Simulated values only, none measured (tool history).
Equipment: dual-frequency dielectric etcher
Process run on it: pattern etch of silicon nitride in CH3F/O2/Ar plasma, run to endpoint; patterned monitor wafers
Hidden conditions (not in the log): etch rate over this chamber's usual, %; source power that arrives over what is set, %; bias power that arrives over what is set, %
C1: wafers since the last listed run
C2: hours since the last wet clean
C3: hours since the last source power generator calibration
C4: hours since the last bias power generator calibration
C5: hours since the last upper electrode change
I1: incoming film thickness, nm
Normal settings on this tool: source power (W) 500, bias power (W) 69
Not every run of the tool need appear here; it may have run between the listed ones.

{"run": 1, "day": 0.0, "source power (W)": 500, "bias power (W)": 69, "C1": 0, "C2": 131.9, "C3": 2922.5, "C4": 1660.5, "C5": 748.0, "I1": 45.62, "endpoint time (s)": 65.6}
{"run": 2, "day": 2.629, "source power (W)": 500, "bias power (W)": 69, "C1": 483, "C2": 195.0, "C3": 2985.6, "C4": 1723.6, "C5": 811.1, "I1": 45.71, "endpoint time (s)": 66.0}
{"run": 3, "day": 5.425, "source power (W)": 500, "bias power (W)": 69, "C1": 513, "C2": 262.1, "C3": 3052.7, "C4": 1790.7, "C5": 878.2, "I1": 45.8, "endpoint time (s)": 65.5}
{"run": 4, "day": 9.817, "source power (W)": 500, "bias power (W)": 69, "C1": 806, "C2": 367.5, "C3": 3158.1, "C4": 1896.1, "C5": 983.6, "I1": 45.48, "endpoint time (s)": 65.2}
{"run": 5, "day": 12.058, "source power (W)": 500, "bias power (W)": 69, "C1": 411, "C2": 421.3, "C3": 3211.9, "C4": 1949.9, "C5": 1037.4, "I1": 45.73, "endpoint time (s)": 64.4}
{"run": 6, "day": 14.875, "source power (W)": 500, "bias power (W)": 80, "C1": 517, "C2": 488.9, "C3": 3279.5, "C4": 2017.5, "C5": 1105.0, "I1": 45.45, "endpoint time (s)": 60.8}
{"day": 18.975, "done": "wet clean of the chamber"}
{"run": 7, "day": 18.996, "source power (W)": 500, "bias power (W)": 80, "C1": 573, "C2": 0.5, "C3": 3378.4, "C4": 2116.4, "C5": 1203.9, "I1": 45.47, "endpoint time (s)": 63.4}
{"run": 8, "day": 20.025, "source power (W)": 500, "bias power (W)": 69, "C1": 189, "C2": 25.2, "C3": 3403.1, "C4": 2141.1, "C5": 1228.6, "I1": 45.68, "endpoint time (s)": 67.4}
{"run": 9, "day": 22.108, "source power (W)": 500, "bias power (W)": 69, "C1": 382, "C2": 75.2, "C3": 3453.1, "C4": 2191.1, "C5": 1278.6, "I1": 45.24, "endpoint time (s)": 66.2}
{"run": 10, "day": 23.3, "source power (W)": 500, "bias power (W)": 69, "C1": 218, "C2": 103.8, "C3": 3481.7, "C4": 2219.7, "C5": 1307.2, "I1": 46.02, "endpoint time (s)": 67.3}
{"run": 11, "day": 24.85, "source power (W)": 500, "bias power (W)": 77, "C1": 284, "C2": 141.0, "C3": 3518.9, "C4": 2256.9, "C5": 1344.4, "I1": 45.66, "endpoint time (s)": 63.9}
{"run": 12, "day": 25.992, "source power (W)": 500, "bias power (W)": 77, "C1": 209, "C2": 168.4, "C3": 3546.3, "C4": 2284.3, "C5": 1371.8, "I1": 45.37, "endpoint time (s)": 63.9}
{"run": 13, "day": 28.417, "source power (W)": 440, "bias power (W)": 60, "C1": 445, "C2": 226.6, "C3": 3604.5, "C4": 2342.5, "C5": 1430.0, "I1": 45.42, "endpoint time (s)": 71.7}
{"run": 14, "day": 30.196, "source power (W)": 500, "bias power (W)": 69, "C1": 326, "C2": 269.3, "C3": 3647.2, "C4": 2385.2, "C5": 1472.7, "I1": 45.23, "endpoint time (s)": 64.4}
{"day": 30.812, "done": "source power generator calibrated"}
{"run": 15, "day": 32.988, "source power (W)": 500, "bias power (W)": 69, "C1": 482, "C2": 336.3, "C3": 52.2, "C4": 2452.2, "C5": 1539.7, "I1": 45.61, "endpoint time (s)": 65.6}
{"run": 16, "day": 34.288, "source power (W)": 390, "bias power (W)": 57, "C1": 238, "C2": 367.5, "C3": 83.4, "C4": 2483.4, "C5": 1570.9, "I1": 45.4, "endpoint time (s)": 76.2}
{"run": 17, "day": 42.825, "source power (W)": 500, "bias power (W)": 69, "C1": 1568, "C2": 572.4, "C3": 288.3, "C4": 2688.3, "C5": 1775.8, "I1": 45.32, "endpoint time (s)": 63.5}
{"day": 44.838, "done": "wet clean of the chamber"}
{"run": 18, "day": 44.858, "source power (W)": 500, "bias power (W)": 69, "C1": 189, "C2": 0.5, "C3": 337.1, "C4": 2737.1, "C5": 1824.6, "I1": 45.54, "endpoint time (s)": 66.5}
{"run": 19, "day": 45.179, "source power (W)": 570, "bias power (W)": 80, "C1": 58, "C2": 8.2, "C3": 344.8, "C4": 2744.8, "C5": 1832.3, "I1": 45.51, "endpoint time (s)": 59.5}
{"day": 46.329, "done": "bias power generator calibrated"}
{"day": 47.612, "done": "upper electrode replaced"}
{"run": 20, "day": 47.633, "source power (W)": 590, "bias power (W)": 80, "C1": 236, "C2": 67.1, "C3": 403.7, "C4": 31.3, "C5": 0.5, "I1": 45.41, "endpoint time (s)": 58.6}
{"run": 21, "day": 48.996, "source power (W)": 430, "bias power (W)": 59, "C1": 250, "C2": 99.8, "C3": 436.4, "C4": 64.0, "C5": 33.2, "I1": 45.57, "endpoint time (s)": 74.2}
{"run": 22, "day": 50.379, "source power (W)": 600, "bias power (W)": 75, "C1": 254, "C2": 133.0, "C3": 469.6, "C4": 97.2, "C5": 66.4, "I1": 45.54, "endpoint time (s)": 59.4}
{"run": 23, "day": 52.075, "source power (W)": 460, "bias power (W)": 75, "C1": 311, "C2": 173.7, "C3": 510.3, "C4": 137.9, "C5": 107.1, "I1": 45.67, "endpoint time (s)": 66.6}
{"run": 24, "day": 53.292, "source power (W)": 500, "bias power (W)": 78, "C1": 223, "C2": 202.9, "C3": 539.5, "C4": 167.1, "C5": 136.3, "I1": 45.66, "endpoint time (s)": 64.0}
{"run": 25, "day": 54.721, "source power (W)": 500, "bias power (W)": 57, "C1": 262, "C2": 237.2, "C3": 573.8, "C4": 201.4, "C5": 170.6, "I1": 45.54, "endpoint time (s)": 69.9}
{"run": 26, "day": 55.775, "source power (W)": 500, "bias power (W)": 69, "C1": 193, "C2": 262.5, "C3": 599.1, "C4": 226.7, "C5": 195.9, "I1": 45.65, "endpoint time (s)": 66.1}
{"run": 27, "day": 57.133, "source power (W)": 600, "bias power (W)": 60, "C1": 249, "C2": 295.1, "C3": 631.7, "C4": 259.3, "C5": 228.5, "I1": 45.31, "endpoint time (s)": 62.8}
{"run": 28, "day": 58.875, "source power (W)": 500, "bias power (W)": 81, "C1": 320, "C2": 336.9, "C3": 673.5, "C4": 301.1, "C5": 270.3, "I1": 45.6, "endpoint time (s)": 62.5}
{"run": 29, "day": 61.0, "source power (W)": 430, "bias power (W)": 53, "C1": 390, "C2": 387.9, "C3": 724.5, "C4": 352.1, "C5": 321.3, "I1": 45.39, "endpoint time (s)": 74.8}

Run by run, hidden condition taken away, random variation retained:
run=1 endpoint_time_(s)=66.7
run=2 endpoint_time_(s)=67.3
run=3 endpoint_time_(s)=67.2
run=4 endpoint_time_(s)=67.3
run=5 endpoint_time_(s)=66.8
run=6 endpoint_time_(s)=63.4
run=7 endpoint_time_(s)=63.3
run=8 endpoint_time_(s)=67.4
run=9 endpoint_time_(s)=66.4
run=10 endpoint_time_(s)=67.7
run=11 endpoint_time_(s)=64.5
run=12 endpoint_time_(s)=64.6
run=13 endpoint_time_(s)=72.8
run=14 endpoint_time_(s)=65.6
run=15 endpoint_time_(s)=67.2
run=16 endpoint_time_(s)=78.2
run=17 endpoint_time_(s)=66.1
run=18 endpoint_time_(s)=66.7
run=19 endpoint_time_(s)=59.7
run=20 endpoint_time_(s)=59.1
run=21 endpoint_time_(s)=75.0
run=22 endpoint_time_(s)=60.2
run=23 endpoint_time_(s)=67.6
run=24 endpoint_time_(s)=65.1
run=25 endpoint_time_(s)=71.3
run=26 endpoint_time_(s)=67.5
run=27 endpoint_time_(s)=64.3
run=28 endpoint_time_(s)=64.3
run=29 endpoint_time_(s)=77.2

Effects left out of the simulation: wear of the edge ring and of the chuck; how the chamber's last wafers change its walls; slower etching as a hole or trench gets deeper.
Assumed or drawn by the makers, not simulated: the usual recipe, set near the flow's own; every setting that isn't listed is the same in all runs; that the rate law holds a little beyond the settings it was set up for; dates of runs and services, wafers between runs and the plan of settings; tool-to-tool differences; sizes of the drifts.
